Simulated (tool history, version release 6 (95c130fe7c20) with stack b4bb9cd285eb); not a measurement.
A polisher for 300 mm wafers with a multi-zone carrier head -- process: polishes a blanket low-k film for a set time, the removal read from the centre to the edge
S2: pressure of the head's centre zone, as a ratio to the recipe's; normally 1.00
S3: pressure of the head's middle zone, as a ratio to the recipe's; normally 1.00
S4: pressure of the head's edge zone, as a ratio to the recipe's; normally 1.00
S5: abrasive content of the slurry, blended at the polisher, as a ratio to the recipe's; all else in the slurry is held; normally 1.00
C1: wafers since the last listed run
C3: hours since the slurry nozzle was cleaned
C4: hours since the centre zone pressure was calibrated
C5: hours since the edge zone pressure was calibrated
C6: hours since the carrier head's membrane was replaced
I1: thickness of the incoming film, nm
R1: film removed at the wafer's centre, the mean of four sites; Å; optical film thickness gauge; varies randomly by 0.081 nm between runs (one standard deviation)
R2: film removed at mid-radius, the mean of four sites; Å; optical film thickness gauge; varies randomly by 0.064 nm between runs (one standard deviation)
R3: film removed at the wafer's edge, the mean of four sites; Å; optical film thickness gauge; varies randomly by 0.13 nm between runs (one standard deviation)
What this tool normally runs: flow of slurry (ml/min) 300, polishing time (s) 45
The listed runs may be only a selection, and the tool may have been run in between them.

run 1 hour=0.0 | flow_of_slurry_(ml/min)=375 S2=1.00 S3=1.00 S4=1.00 S5=1.00 polishing_time_(s)=45 | C1=0 wafers_polished_on_this_pad=2423 C3=450.8 C4=495.7 C5=383.0 C6=536.1 | I1=794.0 | R1=100 R2=98 R3=101
-- hour=23.0 slurry nozzle cleaned
-- hour=163.5 worn pad replaced by a new one
run 2 hour=182.6 | flow_of_slurry_(ml/min)=300 S2=1.00 S3=1.00 S4=1.00 S5=1.00 polishing_time_(s)=45 | C1=2230 wafers_polished_on_this_pad=239 C3=159.6 C4=678.3 C5=565.6 C6=718.7 | I1=779.6 | R1=100 R2=100 R3=102
run 3 hour=241.6 | flow_of_slurry_(ml/min)=300 S2=1.00 S3=1.00 S4=1.00 S5=1.00 polishing_time_(s)=45 | C1=740 wafers_polished_on_this_pad=980 C3=218.6 C4=737.3 C5=624.6 C6=777.7 | I1=806.1 | R1=99 R2=97 R3=101
run 4 hour=273.2 | flow_of_slurry_(ml/min)=300 S2=1.00 S3=1.00 S4=1.00 S5=1.00 polishing_time_(s)=45 | C1=396 wafers_polished_on_this_pad=1377 C3=250.2 C4=768.9 C5=656.2 C6=809.3 | I1=783.0 | R1=97 R2=96 R3=99
run 5 hour=335.7 | flow_of_slurry_(ml/min)=300 S2=1.08 S3=1.00 S4=1.00 S5=1.00 polishing_time_(s)=45 | C1=784 wafers_polished_on_this_pad=2162 C3=312.7 C4=831.4 C5=718.7 C6=871.8 | I1=785.7 | R1=106 R2=96 R3=100
run 6 hour=397.0 | flow_of_slurry_(ml/min)=300 S2=1.00 S3=1.00 S4=1.00 S5=1.00 polishing_time_(s)=49 | C1=769 wafers_polished_on_this_pad=2932 C3=374.0 C4=892.7 C5=780.0 C6=933.1 | I1=774.0 | R1=105 R2=103 R3=107
run 7 hour=465.4 | flow_of_slurry_(ml/min)=340 S2=1.06 S3=0.90 S4=1.04 S5=1.00 polishing_time_(s)=45 | C1=859 wafers_polished_on_this_pad=3791 C3=442.4 C4=961.1 C5=848.4 C6=1001.5 | I1=797.3 | R1=102 R2=88 R3=100
-- hour=514.6 slurry nozzle cleaned
-- hour=518.4 worn pad replaced by a new one
run 8 hour=518.9 | flow_of_slurry_(ml/min)=300 S2=1.00 S3=1.00 S4=1.00 S5=1.00 polishing_time_(s)=45 | C1=610 wafers_polished_on_this_pad=5 C3=4.3 C4=1014.6 C5=901.9 C6=1055.0 | I1=802.0 | R1=101 R2=100 R3=101
-- hour=549.5 carrier head's membrane replaced by a new one
run 9 hour=552.5 | flow_of_slurry_(ml/min)=300 S2=1.00 S3=1.00 S4=1.10 S5=1.00 polishing_time_(s)=55 | C1=359 wafers_polished_on_this_pad=364 C3=37.9 C4=1048.2 C5=935.5 C6=3.0 | I1=777.6 | R1=124 R2=122 R3=130
-- hour=570.8 edge zone pressure recalibrated
-- hour=610.7 centre zone pressure recalibrated
run 10 hour=622.4 | flow_of_slurry_(ml/min)=300 S2=1.00 S3=1.00 S4=1.00 S5=1.00 polishing_time_(s)=45 | C1=827 wafers_polished_on_this_pad=1192 C3=107.8 C4=11.7 C5=51.6 C6=72.9 | I1=779.5 | R1=98 R2=98 R3=99
run 11 hour=654.2 | flow_of_slurry_(ml/min)=300 S2=1.00 S3=1.00 S4=1.00 S5=1.00 polishing_time_(s)=45 | C1=399 wafers_polished_on_this_pad=1591 C3=139.6 C4=43.5 C5=83.4 C6=104.7 | I1=783.5 | R1=97 R2=96 R3=101
run 12 hour=722.8 | flow_of_slurry_(ml/min)=300 S2=1.00 S3=1.00 S4=1.00 S5=1.00 polishing_time_(s)=45 | C1=861 wafers_polished_on_this_pad=2453 C3=208.2 C4=112.1 C5=152.0 C6=173.3 | I1=793.5 | R1=97 R2=96 R3=99
run 13 hour=749.3 | flow_of_slurry_(ml/min)=355 S2=1.00 S3=1.00 S4=1.00 S5=1.00 polishing_time_(s)=45 | C1=332 wafers_polished_on_this_pad=2786 C3=234.7 C4=138.6 C5=178.5 C6=199.8 | I1=773.7 | R1=96 R2=97 R3=99
run 14 hour=777.0 | flow_of_slurry_(ml/min)=300 S2=1.00 S3=1.00 S4=1.00 S5=1.00 polishing_time_(s)=53 | C1=347 wafers_polished_on_this_pad=3134 C3=262.4 C4=166.3 C5=206.2 C6=227.5 | I1=790.8 | R1=111 R2=112 R3=114
run 15 hour=809.5 | flow_of_slurry_(ml/min)=370 S2=1.00 S3=1.00 S4=1.00 S5=1.00 polishing_time_(s)=45 | C1=408 wafers_polished_on_this_pad=3542 C3=294.9 C4=198.8 C5=238.7 C6=260.0 | I1=792.6 | R1=98 R2=96 R3=99
run 16 hour=837.1 | flow_of_slurry_(ml/min)=300 S2=1.00 S3=1.00 S4=1.00 S5=1.00 polishing_time_(s)=49 | C1=346 wafers_polished_on_this_pad=3889 C3=322.5 C4=226.4 C5=266.3 C6=287.6 | I1=793.0 | R1=102 R2=102 R3=103
run 17 hour=900.5 | flow_of_slurry_(ml/min)=300 S2=1.00 S3=1.00 S4=1.00 S5=1.00 polishing_time_(s)=49 | C1=796 wafers_polished_on_this_pad=4685 C3=385.9 C4=289.8 C5=329.7 C6=351.0 | I1=786.5 | R1=101 R2=101 R3=103
-- hour=927.7 worn pad replaced by a new one
run 18 hour=961.1 | flow_of_slurry_(ml/min)=360 S2=1.00 S3=1.00 S4=0.97 S5=1.15 polishing_time_(s)=45 | C1=710 wafers_polished_on_this_pad=419 C3=446.5 C4=350.4 C5=390.3 C6=411.6 | I1=797.7 | R1=108 R2=108 R3=110
-- hour=1053.5 slurry nozzle cleaned
run 19 hour=1162.5 | flow_of_slurry_(ml/min)=300 S2=0.89 S3=1.00 S4=1.00 S5=1.00 polishing_time_(s)=45 | C1=2516 wafers_polished_on_this_pad=2936 C3=109.0 C4=551.8 C5=591.7 C6=613.0 | I1=802.5 | R1=86 R2=95 R3=99
run 20 hour=1196.2 | flow_of_slurry_(ml/min)=300 S2=1.00 S3=1.00 S4=1.00 S5=1.15 polishing_time_(s)=36 | C1=423 wafers_polished_on_this_pad=3359 C3=142.7 C4=585.5 C5=625.4 C6=646.7 | I1=798.9 | R1=82 R2=80 R3=82
run 21 hour=1255.6 | flow_of_slurry_(ml/min)=300 S2=1.00 S3=1.00 S4=1.05 S5=1.00 polishing_time_(s)=45 | C1=746 wafers_polished_on_this_pad=4105 C3=202.1 C4=644.9 C5=684.8 C6=706.1 | I1=781.0 | R1=96 R2=93 R3=99
-- hour=1293.0 worn pad replaced by a new one
run 22 hour=1315.4 | flow_of_slurry_(ml/min)=300 S2=1.00 S3=1.00 S4=1.00 S5=1.10 polishing_time_(s)=54 | C1=700 wafers_polished_on_this_pad=281 C3=261.9 C4=704.7 C5=744.6 C6=765.9 | I1=792.0 | R1=126 R2=124 R3=129

3 ways to go on from here, each from the tool as it stands after run 22. What would each give?
run A hour=1315.8 | flow_of_slurry_(ml/min)=300 S2=1.00 S3=1.00 S4=1.00 S5=1.00 polishing_time_(s)=45 | C1=5 wafers_polished_on_this_pad=286 C3=262.3 C4=705.1 C5=745.0 C6=766.3 | I1=784.1 | R1=? R2=? R3=?
run B hour=1315.8 | flow_of_slurry_(ml/min)=300 S2=1.00 S3=1.06 S4=1.00 S5=1.00 polishing_time_(s)=57 | C1=5 wafers_polished_on_this_pad=286 C3=262.3 C4=705.1 C5=745.0 C6=766.3 | I1=784.1 | R1=? R2=? R3=?
run C hour=1315.8 | flow_of_slurry_(ml/min)=300 S2=1.08 S3=1.08 S4=0.95 S5=1.00 polishing_time_(s)=51 | C1=5 wafers_polished_on_this_pad=286 C3=262.3 C4=705.1 C5=745.0 C6=766.3 | I1=784.1 | R1=? R2=? R3=?

run=A R1=100 R2=100 R3=102
run=B R1=127 R2=131 R3=129
run=C R1=123 R2=118 R3=113
Had the tool no hidden state, the same runs would have come out as:
run=A R1=101 R2=100 R3=103
run=B R1=128 R2=132 R3=130
run=C R1=124 R2=119 R3=114
